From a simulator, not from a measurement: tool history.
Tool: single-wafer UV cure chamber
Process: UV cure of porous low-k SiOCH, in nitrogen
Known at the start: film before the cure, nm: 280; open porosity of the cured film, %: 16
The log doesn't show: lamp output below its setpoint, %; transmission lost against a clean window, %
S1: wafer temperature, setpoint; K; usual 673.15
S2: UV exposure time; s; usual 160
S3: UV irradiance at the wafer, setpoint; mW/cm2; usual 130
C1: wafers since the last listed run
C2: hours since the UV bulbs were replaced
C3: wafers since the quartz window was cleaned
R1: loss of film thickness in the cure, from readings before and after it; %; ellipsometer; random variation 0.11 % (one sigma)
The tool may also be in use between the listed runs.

{"run": 1, "day": 0.0, "S1": 673.15, "S2": 160, "S3": 150, "C1": 0, "C2": 658.7, "C3": 1656, "R1": 10.02}
{"day": 0.375, "done": "quartz window cleaned"}
{"run": 2, "day": 0.842, "S1": 673.15, "S2": 160, "S3": 150, "C1": 136, "C2": 678.9, "C3": 125, "R1": 9.977}
{"run": 3, "day": 1.492, "S1": 673.15, "S2": 160, "S3": 150, "C1": 175, "C2": 694.5, "C3": 300, "R1": 10.012}
{"run": 4, "day": 2.696, "S1": 673.15, "S2": 160, "S3": 130, "C1": 324, "C2": 723.4, "C3": 624, "R1": 9.326}
{"run": 5, "day": 3.717, "S1": 673.15, "S2": 160, "S3": 130, "C1": 274, "C2": 747.9, "C3": 899, "R1": 9.382}
{"run": 6, "day": 4.317, "S1": 673.15, "S2": 160, "S3": 130, "C1": 161, "C2": 762.3, "C3": 1061, "R1": 9.369}
{"run": 7, "day": 5.104, "S1": 673.15, "S2": 160, "S3": 130, "C1": 212, "C2": 781.2, "C3": 1273, "R1": 9.475}
{"day": 5.65, "done": "quartz window cleaned"}
{"run": 8, "day": 5.775, "S1": 673.15, "S2": 160, "S3": 130, "C1": 90, "C2": 797.3, "C3": 33, "R1": 9.469}
{"run": 9, "day": 7.208, "S1": 673.15, "S2": 160, "S3": 130, "C1": 385, "C2": 831.7, "C3": 419, "R1": 9.424}
{"run": 10, "day": 7.829, "S1": 673.15, "S2": 160, "S3": 130, "C1": 167, "C2": 846.6, "C3": 586, "R1": 9.1}
{"run": 11, "day": 8.729, "S1": 673.15, "S2": 160, "S3": 130, "C1": 242, "C2": 868.2, "C3": 828, "R1": 9.366}
{"run": 12, "day": 9.762, "S1": 678.15, "S2": 160, "S3": 118, "C1": 278, "C2": 893, "C3": 1107, "R1": 8.822}
{"run": 13, "day": 11.142, "S1": 678.15, "S2": 160, "S3": 118, "C1": 371, "C2": 926.1, "C3": 1478, "R1": 8.939}
{"day": 11.908, "done": "quartz window cleaned"}
{"run": 14, "day": 12.129, "S1": 673.15, "S2": 100, "S3": 130, "C1": 176, "C2": 949.8, "C3": 59, "R1": 7.357}
{"day": 15.55, "done": "UV bulbs replaced"}
{"run": 15, "day": 15.571, "S1": 673.15, "S2": 160, "S3": 130, "C1": 836, "C2": 0.5, "C3": 896, "R1": 10.095}
{"run": 16, "day": 16.162, "S1": 673.15, "S2": 160, "S3": 150, "C1": 159, "C2": 14.7, "C3": 1056, "R1": 10.845}
{"run": 17, "day": 17.262, "S1": 673.15, "S2": 100, "S3": 110, "C1": 296, "C2": 41.1, "C3": 1352, "R1": 7.633}
{"day": 18.654, "done": "quartz window cleaned"}
{"run": 18, "day": 18.675, "S1": 683.15, "S2": 160, "S3": 149, "C1": 290, "C2": 75, "C3": 5, "R1": 10.905}
{"run": 19, "day": 19.483, "S1": 673.15, "S2": 250, "S3": 130, "C1": 217, "C2": 94.4, "C3": 222, "R1": 12.167}
{"run": 20, "day": 20.142, "S1": 673.15, "S2": 160, "S3": 130, "C1": 177, "C2": 110.2, "C3": 400, "R1": 10.042}
{"run": 21, "day": 21.612, "S1": 680.15, "S2": 245, "S3": 94, "C1": 396, "C2": 145.5, "C3": 796, "R1": 10.458}
{"run": 22, "day": 22.688, "S1": 673.15, "S2": 160, "S3": 104, "C1": 289, "C2": 171.3, "C3": 1085, "R1": 9.103}
{"run": 23, "day": 23.617, "S1": 688.15, "S2": 75, "S3": 104, "C1": 250, "C2": 193.6, "C3": 1335, "R1": 6.367}
{"day": 24.058, "done": "quartz window cleaned"}
{"run": 24, "day": 24.408, "S1": 688.15, "S2": 125, "S3": 103, "C1": 123, "C2": 212.6, "C3": 93, "R1": 8.224}
{"run": 25, "day": 25.246, "S1": 685.15, "S2": 85, "S3": 157, "C1": 225, "C2": 232.7, "C3": 319, "R1": 8.437}
{"run": 26, "day": 26.162, "S1": 673.15, "S2": 190, "S3": 130, "C1": 246, "C2": 254.7, "C3": 566, "R1": 10.64}
{"run": 27, "day": 27.608, "S1": 688.15, "S2": 160, "S3": 167, "C1": 389, "C2": 289.4, "C3": 955, "R1": 11.196}
{"run": 28, "day": 28.171, "S1": 673.15, "S2": 160, "S3": 130, "C1": 151, "C2": 302.9, "C3": 1107, "R1": 9.854}
{"run": 29, "day": 29.354, "S1": 657.15, "S2": 185, "S3": 96, "C1": 318, "C2": 331.3, "C3": 1425, "R1": 9.091}
{"day": 29.867, "done": "quartz window cleaned"}
{"run": 30, "day": 30.112, "S1": 673.15, "S2": 160, "S3": 149, "C1": 114, "C2": 349.5, "C3": 65, "R1": 10.356}

5 ways to go on from here, each from the tool as it stands after run 30. What would each give?
{"run": "A", "day": 30.129, "S1": 673.15, "S2": 75, "S3": 130, "C1": 4, "C2": 349.9, "C3": 70, "R1": "?"}
{"run": "B", "day": 30.129, "S1": 659.15, "S2": 160, "S3": 109, "C1": 4, "C2": 349.9, "C3": 70, "R1": "?"}
{"run": "C", "day": 30.129, "S1": 673.15, "S2": 240, "S3": 113, "C1": 4, "C2": 349.9, "C3": 70, "R1": "?"}
{"run": "D", "day": 30.129, "S1": 662.15, "S2": 185, "S3": 96, "C1": 4, "C2": 349.9, "C3": 70, "R1": "?"}
{"run": "E", "day": 30.129, "S1": 681.15, "S2": 160, "S3": 93, "C1": 4, "C2": 349.9, "C3": 70, "R1": "?"}

run=A R1=6.781
run=B R1=8.805
run=C R1=10.851
run=D R1=8.925
run=E R1=8.513
Without the tool's hidden state the same runs would have given:
run=A R1=7.243
run=B R1=9.302
run=C R1=11.381
run=D R1=9.425
run=E R1=9.006
